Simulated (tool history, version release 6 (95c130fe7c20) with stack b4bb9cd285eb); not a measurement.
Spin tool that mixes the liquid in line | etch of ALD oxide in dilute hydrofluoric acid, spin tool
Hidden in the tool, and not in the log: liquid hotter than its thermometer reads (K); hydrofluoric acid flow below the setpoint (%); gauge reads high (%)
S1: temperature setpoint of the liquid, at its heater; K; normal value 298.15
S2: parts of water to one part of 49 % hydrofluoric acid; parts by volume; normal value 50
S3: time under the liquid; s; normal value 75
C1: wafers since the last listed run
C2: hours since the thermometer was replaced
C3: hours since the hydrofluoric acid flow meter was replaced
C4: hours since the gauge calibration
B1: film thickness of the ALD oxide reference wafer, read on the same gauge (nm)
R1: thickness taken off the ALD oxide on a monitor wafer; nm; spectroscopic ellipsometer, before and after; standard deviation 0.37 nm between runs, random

run 1 hour=0.0 | S1=298.15 S2=50 S3=75 | C1=0 C2=445.4 C3=620.0 C4=297.9 | B1=90.03 | R1=62.37
run 2 hour=99.7 | S1=298.15 S2=50 S3=75 | C1=1525 C2=545.1 C3=719.7 C4=397.6 | B1=90.01 | R1=62.76
run 3 hour=145.5 | S1=298.15 S2=50 S3=75 | C1=700 C2=590.9 C3=765.5 C4=443.4 | B1=89.96 | R1=62.46
run 4 hour=189.6 | S1=298.15 S2=50 S3=75 | C1=674 C2=635.0 C3=809.6 C4=487.5 | B1=89.98 | R1=62.55
run 5 hour=252.9 | S1=298.15 S2=50 S3=75 | C1=968 C2=698.3 C3=872.9 C4=550.8 | B1=90.03 | R1=62.67
run 6 hour=293.8 | S1=298.15 S2=50 S3=75 | C1=625 C2=739.2 C3=913.8 C4=591.7 | B1=89.94 | R1=62.56
run 7 hour=369.8 | S1=298.15 S2=50 S3=75 | C1=1162 C2=815.2 C3=989.8 C4=667.7 | B1=89.97 | R1=63.56
run 8 hour=437.2 | S1=298.15 S2=55 S3=65 | C1=1031 C2=882.6 C3=1057.2 C4=735.1 | B1=90.00 | R1=49.99
run 9 hour=527.0 | S1=298.15 S2=55 S3=65 | C1=1373 C2=972.4 C3=1147.0 C4=824.9 | B1=89.99 | R1=50.09
-- hour=576.8 thermometer replaced
run 10 hour=577.3 | S1=298.15 S2=50 S3=75 | C1=754 C2=0.5 C3=1197.3 C4=875.2 | B1=90.00 | R1=67.21
-- hour=770.6 hydrofluoric acid flow meter replaced
run 11 hour=874.9 | S1=298.15 S2=50 S3=75 | C1=4537 C2=298.1 C3=104.3 C4=1172.8 | B1=90.04 | R1=68.09
run 12 hour=917.6 | S1=298.15 S2=50 S3=75 | C1=653 C2=340.8 C3=147.0 C4=1215.5 | B1=90.03 | R1=69.02
-- hour=930.9 thermometer replaced, repeated, since the last time left the tool worse
run 13 hour=987.7 | S1=298.15 S2=50 S3=75 | C1=1057 C2=56.8 C3=217.1 C4=1285.6 | B1=89.99 | R1=60.11
run 14 hour=1076.0 | S1=298.15 S2=50 S3=75 | C1=1350 C2=145.1 C3=305.4 C4=1373.9 | B1=90.00 | R1=60.92
-- hour=1112.0 gauge calibrated
run 15 hour=1160.5 | S1=298.15 S2=50 S3=75 | C1=1292 C2=229.6 C3=389.9 C4=48.5 | B1=89.99 | R1=61.17
run 16 hour=1221.8 | S1=296.65 S2=70 S3=90 | C1=937 C2=290.9 C3=451.2 C4=109.8 | B1=90.01 | R1=48.56
run 17 hour=1320.8 | S1=298.15 S2=50 S3=75 | C1=1514 C2=389.9 C3=550.2 C4=208.8 | B1=89.97 | R1=61.64
run 18 hour=1362.5 | S1=294.15 S2=65 S3=115 | C1=637 C2=431.6 C3=591.9 C4=250.5 | B1=90.03 | R1=60.60
run 19 hour=1429.1 | S1=294.65 S2=65 S3=110 | C1=1018 C2=498.2 C3=658.5 C4=317.1 | B1=89.99 | R1=60.51
run 20 hour=1489.2 | S1=302.15 S2=70 S3=115 | C1=919 C2=558.3 C3=718.6 C4=377.2 | B1=90.03 | R1=78.19
run 21 hour=1581.6 | S1=298.15 S2=50 S3=75 | C1=1413 C2=650.7 C3=811.0 C4=469.6 | B1=90.00 | R1=63.51
run 22 hour=1660.5 | S1=302.65 S2=65 S3=120 | C1=1206 C2=729.6 C3=889.9 C4=548.5 | B1=90.03 | R1=91.84
run 23 hour=1728.7 | S1=298.15 S2=50 S3=30 | C1=1043 C2=797.8 C3=958.1 C4=616.7 | B1=89.95 | R1=25.69
run 24 hour=1774.8 | S1=298.15 S2=50 S3=75 | C1=705 C2=843.9 C3=1004.2 C4=662.8 | B1=90.02 | R1=64.22
run 25 hour=1868.4 | S1=298.15 S2=50 S3=75 | C1=1431 C2=937.5 C3=1097.8 C4=756.4 | B1=89.98 | R1=64.20
run 26 hour=1958.9 | S1=294.65 S2=50 S3=50 | C1=1384 C2=1028.0 C3=1188.3 C4=846.9 | B1=89.99 | R1=37.26
-- hour=2020.8 thermometer replaced
run 27 hour=2040.9 | S1=293.65 S2=70 S3=110 | C1=1239 C2=20.1 C3=1270.3 C4=928.9 | B1=90.03 | R1=51.50
run 28 hour=2139.6 | S1=300.65 S2=50 S3=75 | C1=1509 C2=118.8 C3=1369.0 C4=1027.6 | B1=90.01 | R1=66.24
-- hour=2144.2 hydrofluoric acid flow meter replaced
run 29 hour=2215.5 | S1=298.15 S2=50 S3=75 | C1=1145 C2=194.7 C3=71.3 C4=1103.5 | B1=90.01 | R1=60.80
run 30 hour=2449.6 | S1=301.15 S2=25 S3=75 | C1=3581 C2=428.8 C3=305.4 C4=1337.6 | B1=90.00 | R1=142.87

What if the next run were any one of these 5? Each begins from the tool's condition after run 30:
run A hour=2450.0 | S1=298.15 S2=50 S3=75 | C1=6 C2=429.2 C3=305.8 C4=1338.0 | B1=? | R1=?
run B hour=2450.0 | S1=294.15 S2=30 S3=105 | C1=6 C2=429.2 C3=305.8 C4=1338.0 | B1=? | R1=?
run C hour=2450.0 | S1=302.15 S2=30 S3=50 | C1=6 C2=429.2 C3=305.8 C4=1338.0 | B1=? | R1=?
run D hour=2450.0 | S1=295.65 S2=35 S3=105 | C1=6 C2=429.2 C3=305.8 C4=1338.0 | B1=? | R1=?
run E hour=2450.0 | S1=300.15 S2=50 S3=75 | C1=6 C2=429.2 C3=305.8 C4=1338.0 | B1=? | R1=?

run=A B1=90.03 R1=61.90
run=B B1=90.03 R1=125.60
run=C B1=90.03 R1=83.23
run=D B1=90.03 R1=113.96
run=E B1=90.03 R1=67.09
Stripped of hidden state, with their random variation kept, the same runs would have yielded:
run=A R1=59.99
run=B R1=121.54
run=C R1=80.69
run=D R1=110.33
run=E R1=65.05
